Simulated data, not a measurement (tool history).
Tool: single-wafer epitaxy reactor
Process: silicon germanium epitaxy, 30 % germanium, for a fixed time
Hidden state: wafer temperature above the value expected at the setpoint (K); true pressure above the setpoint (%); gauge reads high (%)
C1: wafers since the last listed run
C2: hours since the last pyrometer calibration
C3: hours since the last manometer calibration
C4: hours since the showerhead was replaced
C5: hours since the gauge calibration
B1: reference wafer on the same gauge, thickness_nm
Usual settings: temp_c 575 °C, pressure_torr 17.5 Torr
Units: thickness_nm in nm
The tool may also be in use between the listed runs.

run 1 day=0 | temp_c=575 pressure_torr=17.5 | C1=0 C2=1032.6 C3=652.6 C4=3981.7 C5=2184.5 | B1=34.721 | thickness_nm=37.787
run 2 day=3.712 | temp_c=575 pressure_torr=17.5 | C1=1012 C2=1121.7 C3=741.7 C4=4070.8 C5=2273.6 | B1=34.717 | thickness_nm=38.183
run 3 day=8.046 | temp_c=575 pressure_torr=17.5 | C1=1181 C2=1225.7 C3=845.7 C4=4174.8 C5=2377.6 | B1=34.742 | thickness_nm=37.856
run 4 day=11.754 | temp_c=575 pressure_torr=17.5 | C1=1011 C2=1314.7 C3=934.7 C4=4263.8 C5=2466.6 | B1=34.765 | thickness_nm=37.999
run 5 day=15.075 | temp_c=575 pressure_torr=17.5 | C1=905 C2=1394.4 C3=1014.4 C4=4343.5 C5=2546.3 | B1=34.72 | thickness_nm=38.159
-- day=21.275 gauge calibrated
run 6 day=23.654 | temp_c=575 pressure_torr=17.5 | C1=2339 C2=1600.3 C3=1220.3 C4=4549.4 C5=57.1 | B1=34.677 | thickness_nm=37.756
run 7 day=26.475 | temp_c=575 pressure_torr=17.5 | C1=769 C2=1668 C3=1288 C4=4617.1 C5=124.8 | B1=34.773 | thickness_nm=38.117
run 8 day=28.212 | temp_c=575 pressure_torr=17.5 | C1=473 C2=1709.7 C3=1329.7 C4=4658.8 C5=166.5 | B1=34.716 | thickness_nm=38.008
run 9 day=30.462 | temp_c=575 pressure_torr=17.5 | C1=613 C2=1763.7 C3=1383.7 C4=4712.8 C5=220.5 | B1=34.643 | thickness_nm=37.809
run 10 day=32.183 | temp_c=575 pressure_torr=17.5 | C1=469 C2=1805 C3=1425 C4=4754.1 C5=261.8 | B1=34.76 | thickness_nm=38.108
run 11 day=36.162 | temp_c=575 pressure_torr=17.5 | C1=1085 C2=1900.5 C3=1520.5 C4=4849.6 C5=357.3 | B1=34.641 | thickness_nm=37.905
run 12 day=40.633 | temp_c=575 pressure_torr=17.5 | C1=1219 C2=2007.8 C3=1627.8 C4=4956.9 C5=464.6 | B1=34.7 | thickness_nm=37.798
run 13 day=42.742 | temp_c=566 pressure_torr=19.8 | C1=574 C2=2058.4 C3=1678.4 C4=5007.5 C5=515.2 | B1=34.666 | thickness_nm=32.629
run 14 day=45.696 | temp_c=575 pressure_torr=17.5 | C1=805 C2=2129.3 C3=1749.3 C4=5078.4 C5=586.1 | B1=34.676 | thickness_nm=37.912
run 15 day=49.262 | temp_c=575 pressure_torr=17.5 | C1=972 C2=2214.9 C3=1834.9 C4=5164 C5=671.7 | B1=34.687 | thickness_nm=38.145
run 16 day=50.796 | temp_c=575 pressure_torr=17.5 | C1=418 C2=2251.7 C3=1871.7 C4=5200.8 C5=708.5 | B1=34.757 | thickness_nm=38.02
-- day=51.329 pyrometer calibrated
run 17 day=52.817 | temp_c=567 pressure_torr=16.4 | C1=460 C2=35.7 C3=1920.2 C4=5249.3 C5=757 | B1=34.698 | thickness_nm=29.505
run 18 day=61.483 | temp_c=560 pressure_torr=19.8 | C1=2363 C2=243.7 C3=2128.2 C4=5457.3 C5=965 | B1=34.685 | thickness_nm=27.215
run 19 day=64.304 | temp_c=588 pressure_torr=14.3 | C1=769 C2=311.4 C3=2195.9 C4=5525 C5=1032.7 | B1=34.694 | thickness_nm=44.209
run 20 day=67.171 | temp_c=569 pressure_torr=15.3 | C1=781 C2=380.2 C3=2264.7 C4=5593.8 C5=1101.5 | B1=34.791 | thickness_nm=30.356
run 21 day=69.683 | temp_c=563 pressure_torr=13.6 | C1=685 C2=440.5 C3=2325 C4=5654.1 C5=1161.8 | B1=34.704 | thickness_nm=25.111
run 22 day=72.421 | temp_c=590 pressure_torr=13.8 | C1=746 C2=506.2 C3=2390.7 C4=5719.8 C5=1227.5 | B1=34.661 | thickness_nm=45.714
run 23 day=74.971 | temp_c=569 pressure_torr=17.5 | C1=695 C2=567.4 C3=2451.9 C4=5781 C5=1288.7 | B1=34.746 | thickness_nm=32.017
run 24 day=78.296 | temp_c=561 pressure_torr=13.9 | C1=906 C2=647.2 C3=2531.7 C4=5860.8 C5=1368.5 | B1=34.668 | thickness_nm=24.44
-- day=78.95 capacitance manometer re-zeroed and calibrated
run 25 day=82.517 | temp_c=575 pressure_torr=17.5 | C1=1060 C2=748.5 C3=85.6 C4=5962.1 C5=1469.8 | B1=34.748 | thickness_nm=37.512
-- day=84.812 showerhead replaced
run 26 day=88.238 | temp_c=590 pressure_torr=13.6 | C1=1469 C2=885.8 C3=222.9 C4=82.2 C5=1607.1 | B1=34.721 | thickness_nm=46.622
run 27 day=91.842 | temp_c=575 pressure_torr=17.5 | C1=982 C2=972.3 C3=309.4 C4=168.7 C5=1693.6 | B1=34.686 | thickness_nm=37.568
run 28 day=95.954 | temp_c=575 pressure_torr=17.5 | C1=1121 C2=1071 C3=408.1 C4=267.4 C5=1792.3 | B1=34.733 | thickness_nm=37.779
run 29 day=97.875 | temp_c=575 pressure_torr=17.5 | C1=523 C2=1117.1 C3=454.2 C4=313.5 C5=1838.4 | B1=34.741 | thickness_nm=37.563
run 30 day=99.671 | temp_c=584 pressure_torr=17.5 | C1=489 C2=1160.2 C3=497.3 C4=356.6 C5=1881.5 | B1=34.712 | thickness_nm=45.646
run 31 day=104.075 | temp_c=581 pressure_torr=19.7 | C1=1200 C2=1265.9 C3=603 C4=462.3 C5=1987.2 | B1=34.748 | thickness_nm=44.886
run 32 day=107.129 | temp_c=562 pressure_torr=14.4 | C1=832 C2=1339.2 C3=676.3 C4=535.6 C5=2060.5 | B1=34.691 | thickness_nm=25.975
run 33 day=110.054 | temp_c=589 pressure_torr=16.3 | C1=797 C2=1409.4 C3=746.5 C4=605.8 C5=2130.7 | B1=34.744 | thickness_nm=49.435
run 34 day=114.062 | temp_c=581 pressure_torr=21.1 | C1=1092 C2=1505.6 C3=842.7 C4=702 C5=2226.9 | B1=34.693 | thickness_nm=46.91
run 35 day=115.646 | temp_c=575 pressure_torr=17.5 | C1=431 C2=1543.6 C3=880.7 C4=740 C5=2264.9 | B1=34.729 | thickness_nm=37.3

How the hidden state differs across the entries between the runs, from the last listed run before each to the first after it:
Between runs 5 and 6: gauge calibrated (day 21.275)
  wafer temperature above the value expected at the setpoint (K): 1.72 -> 1.81; true pressure above the setpoint (%): -2.37 -> -2.92
  measured less the result without the state, thickness_nm: +1.047 -> +1.017 nm
Between runs 16 and 17: pyrometer calibrated (day 51.329)
  wafer temperature above the value expected at the setpoint (K): 1.98 -> -0.23; true pressure above the setpoint (%): -4.69 -> -4.82
  measured less the result without the state, thickness_nm: +0.875 -> -0.778 nm
Between runs 24 and 25: capacitance manometer re-zeroed and calibrated (day 78.95)
  wafer temperature above the value expected at the setpoint (K): 0.828 -> 0.94; true pressure above the setpoint (%): -6.47 -> -0.919
  measured less the result without the state, thickness_nm: -0.227 -> +0.626 nm
Between runs 25 and 26: showerhead replaced (day 84.812)
  wafer temperature above the value expected at the setpoint (K): 0.94 -> 1.07; true pressure above the setpoint (%): -0.919 -> -1.29
  measured less the result without the state, thickness_nm: +0.626 -> +0.795 nm
